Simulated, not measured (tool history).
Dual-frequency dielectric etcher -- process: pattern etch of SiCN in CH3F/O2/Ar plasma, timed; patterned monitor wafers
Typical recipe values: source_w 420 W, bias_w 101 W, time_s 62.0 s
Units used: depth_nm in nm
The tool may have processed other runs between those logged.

| run | day | source_w | bias_w | time_s | wafers since the last listed run | hours since the last wet clean | hours since the last source power generator calibration | hours since the last bias power generator calibration | hours since the last upper electrode change | hours since the gauge calibration | read-back reference wafer on the same gauge, depth_nm | depth_nm |
|---|---|---|---|---|---|---|---|---|---|---|---|---|
| 1 | 0.000 | 420 | 101 | 56.5 | 0 | 333.1 | 2454.9 | 1681.0 | 5980.9 | 220.4 | 25.43 | 25.55 |
| 2 | 0.933 | 420 | 101 | 56.5 | 216 | 355.5 | 2477.3 | 1703.4 | 6003.3 | 242.8 | 25.35 | 25.65 |
|  | 2.125 | wet clean of the chamber |
| 3 | 2.146 | 420 | 101 | 56.5 | 49 | 0.5 | 2506.4 | 1732.5 | 6032.4 | 271.9 | 25.40 | 23.99 |
| 4 | 2.771 | 420 | 101 | 62.0 | 144 | 15.5 | 2521.4 | 1747.5 | 6047.4 | 286.9 | 25.38 | 26.52 |
| 5 | 3.288 | 420 | 101 | 62.0 | 119 | 27.9 | 2533.8 | 1759.9 | 6059.8 | 299.3 | 25.46 | 26.91 |
| 6 | 3.812 | 420 | 101 | 62.0 | 121 | 40.5 | 2546.4 | 1772.5 | 6072.4 | 311.9 | 25.45 | 26.31 |
| 7 | 4.683 | 370 | 101 | 68.5 | 201 | 61.4 | 2567.3 | 1793.4 | 6093.3 | 332.8 | 25.35 | 28.26 |
| 8 | 5.942 | 370 | 101 | 68.5 | 291 | 91.6 | 2597.5 | 1823.6 | 6123.5 | 363.0 | 25.32 | 28.48 |
| 9 | 6.629 | 370 | 101 | 68.5 | 159 | 108.1 | 2614.0 | 1840.1 | 6140.0 | 379.5 | 25.39 | 29.10 |
| 10 | 7.742 | 350 | 101 | 62.0 | 257 | 134.8 | 2640.7 | 1866.8 | 6166.7 | 406.2 | 25.47 | 25.74 |
| 11 | 8.912 | 350 | 101 | 62.0 | 271 | 162.9 | 2668.8 | 1894.9 | 6194.8 | 434.3 | 25.39 | 25.90 |
| 12 | 9.654 | 350 | 101 | 62.0 | 171 | 180.7 | 2686.6 | 1912.7 | 6212.6 | 452.1 | 25.36 | 26.09 |
| 13 | 10.904 | 420 | 101 | 62.0 | 289 | 210.7 | 2716.6 | 1942.7 | 6242.6 | 482.1 | 25.38 | 27.32 |
| 14 | 11.704 | 420 | 101 | 62.0 | 185 | 229.9 | 2735.8 | 1961.9 | 6261.8 | 501.3 | 25.37 | 27.28 |
| 15 | 13.067 | 420 | 101 | 62.0 | 315 | 262.6 | 2768.5 | 1994.6 | 6294.5 | 534.0 | 25.35 | 27.67 |
|  | 13.667 | gauge calibrated |
| 16 | 13.817 | 420 | 101 | 73.0 | 173 | 280.6 | 2786.5 | 2012.6 | 6312.5 | 3.6 | 25.41 | 32.46 |
|  | 15.796 | upper electrode replaced |
| 17 | 15.817 | 460 | 89 | 67.5 | 231 | 328.6 | 2834.5 | 2060.6 | 0.5 | 51.6 | 25.41 | 29.37 |
| 18 | 15.829 | 420 | 101 | 62.0 | 2 | 328.9 | 2834.8 | 2060.9 | 0.8 | 51.9 | 25.32 | 27.73 |
| 19 | 16.888 | 420 | 101 | 62.0 | 244 | 354.3 | 2860.2 | 2086.3 | 26.2 | 77.3 | 25.42 | 28.02 |
|  | 17.433 | source power generator calibrated |
| 20 | 17.454 | 490 | 94 | 52.5 | 92 | 367.9 | 0.5 | 2099.9 | 39.8 | 90.9 | 25.36 | 23.91 |
|  | 18.279 | bias power generator calibrated |
|  | 18.929 | wet clean of the chamber |
| 21 | 18.950 | 370 | 124 | 49.5 | 157 | 0.5 | 36.4 | 16.1 | 75.7 | 126.8 | 25.43 | 22.82 |
| 22 | 18.967 | 340 | 114 | 69.5 | 3 | 0.9 | 36.8 | 16.5 | 76.1 | 127.2 | 25.37 | 30.04 |
| 23 | 20.167 | 420 | 90 | 51.5 | 277 | 29.7 | 65.6 | 45.3 | 104.9 | 156.0 | 25.39 | 20.57 |
| 24 | 21.142 | 420 | 112 | 62.0 | 225 | 53.1 | 89.0 | 68.7 | 128.3 | 179.4 | 25.37 | 28.15 |
| 25 | 21.800 | 420 | 101 | 56.5 | 152 | 68.9 | 104.8 | 84.5 | 144.1 | 195.2 | 25.39 | 24.47 |
| 26 | 22.417 | 420 | 101 | 62.0 | 142 | 83.7 | 119.6 | 99.3 | 158.9 | 210.0 | 25.43 | 26.76 |
| 27 | 23.529 | 420 | 101 | 76.0 | 257 | 110.4 | 146.3 | 126.0 | 185.6 | 236.7 | 25.45 | 33.25 |
| 28 | 24.096 | 420 | 101 | 62.0 | 131 | 124.0 | 159.9 | 139.6 | 199.2 | 250.3 | 25.43 | 26.89 |
| 29 | 25.392 | 420 | 115 | 53.0 | 299 | 155.1 | 191.0 | 170.7 | 230.3 | 281.4 | 25.43 | 24.70 |
| 30 | 26.646 | 350 | 92 | 67.0 | 290 | 185.2 | 221.1 | 200.8 | 260.4 | 311.5 | 25.36 | 26.47 |

What would each run have given without the hidden state, its run-to-run variation left as it was?
Hidden conditions of the tool in this case: etch rate over this chamber's usual, %; source power that arrives over what is set, %; bias power that arrives over what is set, %; gauge reads high (%).
| run | depth_nm |
|---|---|
| 1 | 24.29 |
| 2 | 24.30 |
| 3 | 24.05 |
| 4 | 26.53 |
| 5 | 26.87 |
| 6 | 26.22 |
| 7 | 28.08 |
| 8 | 28.18 |
| 9 | 28.73 |
| 10 | 25.31 |
| 11 | 25.37 |
| 12 | 25.49 |
| 13 | 26.58 |
| 14 | 26.47 |
| 15 | 26.72 |
| 16 | 31.27 |
| 17 | 28.11 |
| 18 | 26.53 |
| 19 | 26.72 |
| 20 | 22.76 |
| 21 | 22.99 |
| 22 | 30.26 |
| 23 | 20.64 |
| 24 | 28.14 |
| 25 | 24.41 |
| 26 | 26.63 |
| 27 | 32.96 |
| 28 | 26.61 |
| 29 | 24.33 |
| 30 | 25.96 |

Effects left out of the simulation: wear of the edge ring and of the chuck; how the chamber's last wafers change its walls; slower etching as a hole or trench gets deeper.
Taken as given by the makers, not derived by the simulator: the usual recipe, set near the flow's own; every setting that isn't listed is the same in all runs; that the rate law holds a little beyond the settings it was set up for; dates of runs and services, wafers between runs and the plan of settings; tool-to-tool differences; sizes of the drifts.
